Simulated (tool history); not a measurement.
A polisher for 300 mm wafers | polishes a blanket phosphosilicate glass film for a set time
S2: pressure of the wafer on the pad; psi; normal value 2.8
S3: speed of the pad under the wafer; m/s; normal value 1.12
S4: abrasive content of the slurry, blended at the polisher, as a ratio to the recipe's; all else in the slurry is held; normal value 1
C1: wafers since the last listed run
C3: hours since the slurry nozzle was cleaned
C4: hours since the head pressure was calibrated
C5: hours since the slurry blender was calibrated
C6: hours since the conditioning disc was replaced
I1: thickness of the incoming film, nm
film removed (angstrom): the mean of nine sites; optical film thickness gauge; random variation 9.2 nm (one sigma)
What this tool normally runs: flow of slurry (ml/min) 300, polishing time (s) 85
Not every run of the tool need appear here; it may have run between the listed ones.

run 1 hour=0.0 | flow_of_slurry_(ml/min)=300 S2=2.8 S3=1.12 S4=1 polishing_time_(s)=85 | C1=0 wafers_polished_on_this_pad=1896 C3=369.6 C4=976.5 C5=172.6 C6=100.7 | I1=3882.9 | film_removed_(angstrom)=6853
-- hour=18.9 worn pad replaced by a new one
run 2 hour=36.3 | flow_of_slurry_(ml/min)=300 S2=2.8 S3=1.12 S4=1 polishing_time_(s)=85 | C1=392 wafers_polished_on_this_pad=211 C3=405.9 C4=1012.8 C5=208.9 C6=137.0 | I1=3854.1 | film_removed_(angstrom)=7099
-- hour=89.1 slurry blender recalibrated
run 3 hour=96.3 | flow_of_slurry_(ml/min)=300 S2=2.8 S3=1.34 S4=1 polishing_time_(s)=104 | C1=704 wafers_polished_on_this_pad=915 C3=465.9 C4=1072.8 C5=7.2 C6=197.0 | I1=3853.2 | film_removed_(angstrom)=9399
run 4 hour=162.7 | flow_of_slurry_(ml/min)=300 S2=2.8 S3=1.34 S4=1 polishing_time_(s)=104 | C1=806 wafers_polished_on_this_pad=1722 C3=532.3 C4=1139.2 C5=73.6 C6=263.4 | I1=3943.4 | film_removed_(angstrom)=8884
-- hour=234.0 worn pad replaced by a new one
-- hour=308.7 slurry blender recalibrated
run 5 hour=316.3 | flow_of_slurry_(ml/min)=300 S2=2.8 S3=1.12 S4=1 polishing_time_(s)=85 | C1=1792 wafers_polished_on_this_pad=974 C3=685.9 C4=1292.8 C5=7.6 C6=417.0 | I1=3958.1 | film_removed_(angstrom)=7071
run 6 hour=355.6 | flow_of_slurry_(ml/min)=300 S2=2.8 S3=1.12 S4=1 polishing_time_(s)=85 | C1=477 wafers_polished_on_this_pad=1452 C3=725.2 C4=1332.1 C5=46.9 C6=456.3 | I1=3820.9 | film_removed_(angstrom)=7086
-- hour=402.8 worn pad replaced by a new one
run 7 hour=457.5 | flow_of_slurry_(ml/min)=300 S2=2.8 S3=1.28 S4=1 polishing_time_(s)=85 | C1=1189 wafers_polished_on_this_pad=664 C3=827.1 C4=1434.0 C5=148.8 C6=558.2 | I1=3870.3 | film_removed_(angstrom)=7726
-- hour=469.6 conditioning disc replaced and pad reconditioned
-- hour=488.2 slurry nozzle cleaned
run 8 hour=494.2 | flow_of_slurry_(ml/min)=300 S2=2.8 S3=1.28 S4=1 polishing_time_(s)=85 | C1=409 wafers_polished_on_this_pad=1073 C3=6.0 C4=1470.7 C5=185.5 C6=24.6 | I1=3888.9 | film_removed_(angstrom)=7501
-- hour=522.3 slurry blender recalibrated
run 9 hour=546.4 | flow_of_slurry_(ml/min)=300 S2=2.8 S3=1.28 S4=1 polishing_time_(s)=85 | C1=609 wafers_polished_on_this_pad=1683 C3=58.2 C4=1522.9 C5=24.1 C6=76.8 | I1=3848.4 | film_removed_(angstrom)=7518
-- hour=586.2 worn pad replaced by a new one
run 10 hour=597.8 | flow_of_slurry_(ml/min)=300 S2=2.8 S3=0.76 S4=1 polishing_time_(s)=85 | C1=575 wafers_polished_on_this_pad=141 C3=109.6 C4=1574.3 C5=75.5 C6=128.2 | I1=3830.4 | film_removed_(angstrom)=6045
-- hour=614.4 head pressure recalibrated
run 11 hour=630.8 | flow_of_slurry_(ml/min)=240 S2=2.8 S3=1.24 S4=1 polishing_time_(s)=56 | C1=376 wafers_polished_on_this_pad=517 C3=142.6 C4=16.4 C5=108.5 C6=161.2 | I1=3872.9 | film_removed_(angstrom)=4803
run 12 hour=662.9 | flow_of_slurry_(ml/min)=350 S2=3.4 S3=1.12 S4=1 polishing_time_(s)=85 | C1=389 wafers_polished_on_this_pad=907 C3=174.7 C4=48.5 C5=140.6 C6=193.3 | I1=3886.9 | film_removed_(angstrom)=8808
run 13 hour=702.5 | flow_of_slurry_(ml/min)=300 S2=2.8 S3=1.12 S4=1 polishing_time_(s)=85 | C1=481 wafers_polished_on_this_pad=1388 C3=214.3 C4=88.1 C5=180.2 C6=232.9 | I1=3933.7 | film_removed_(angstrom)=6802

Forecast run 14:
-- hour=728.7 slurry blender recalibrated
-- hour=759.3 worn pad replaced by a new one
run 14 hour=771.7 | flow_of_slurry_(ml/min)=300 S2=2.8 S3=1.12 S4=1 polishing_time_(s)=85 | C1=767 wafers_polished_on_this_pad=150 C3=283.5 C4=157.3 C5=43.0 C6=302.1 | I1=3910.4 | film_removed_(angstrom)=?

film removed (angstrom): 6951
Without the tool's hidden state the same run would have given film removed (angstrom) 6981.
